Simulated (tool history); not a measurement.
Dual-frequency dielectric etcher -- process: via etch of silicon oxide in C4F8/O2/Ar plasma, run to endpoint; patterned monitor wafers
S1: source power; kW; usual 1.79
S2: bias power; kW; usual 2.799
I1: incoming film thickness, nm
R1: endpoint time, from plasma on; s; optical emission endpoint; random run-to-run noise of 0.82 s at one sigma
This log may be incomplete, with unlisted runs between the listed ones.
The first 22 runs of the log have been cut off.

run,hour,S1,S2,I1,R1
23,1935.2,1.79,2.799,1172.6,232.1
24,2004.6,1.79,2.799,1149,227
# hour 2088.9: wet clean of the chamber
25,2089.9,1.79,2.799,1176.4,232.7
# hour 2175.3: source power generator calibrated
26,2390.5,1.44,3.301,1164.8,231.5
27,2436,1.79,2.799,1156.8,222.5
28,2492.3,1.79,2.224,1164.4,239.3
29,2531.4,1.52,3.082,1162.4,231.6
30,2583.4,1.98,3,1161.9,214.9
31,2632.6,1.79,2.799,1173.1,228.2
32,2683.6,1.96,3.064,1168.6,214.6
33,2765.7,2.12,2.799,1156,211.1
34,2860.9,2.16,3.227,1155.4,202.6
# hour 2931.1: wet clean of the chamber
35,3158.5,1.51,2.517,1153.9,243.4

Below are 4 alternative next runs, each starting from the tool's condition after run 35. Predict each:
A,3159,1.79,3.235,1170.2,?
B,3159,2.15,2.799,1170.2,?
C,3159,1.99,3.062,1170.2,?
D,3159,1.37,3.129,1170.2,?

run,R1
A,218.9
B,213.3
C,214.1
D,242.4
With the hidden condition removed and each run's random variation left untouched, the same runs would have given:
run,R1
A,218.9
B,213.2
C,214
D,242.4

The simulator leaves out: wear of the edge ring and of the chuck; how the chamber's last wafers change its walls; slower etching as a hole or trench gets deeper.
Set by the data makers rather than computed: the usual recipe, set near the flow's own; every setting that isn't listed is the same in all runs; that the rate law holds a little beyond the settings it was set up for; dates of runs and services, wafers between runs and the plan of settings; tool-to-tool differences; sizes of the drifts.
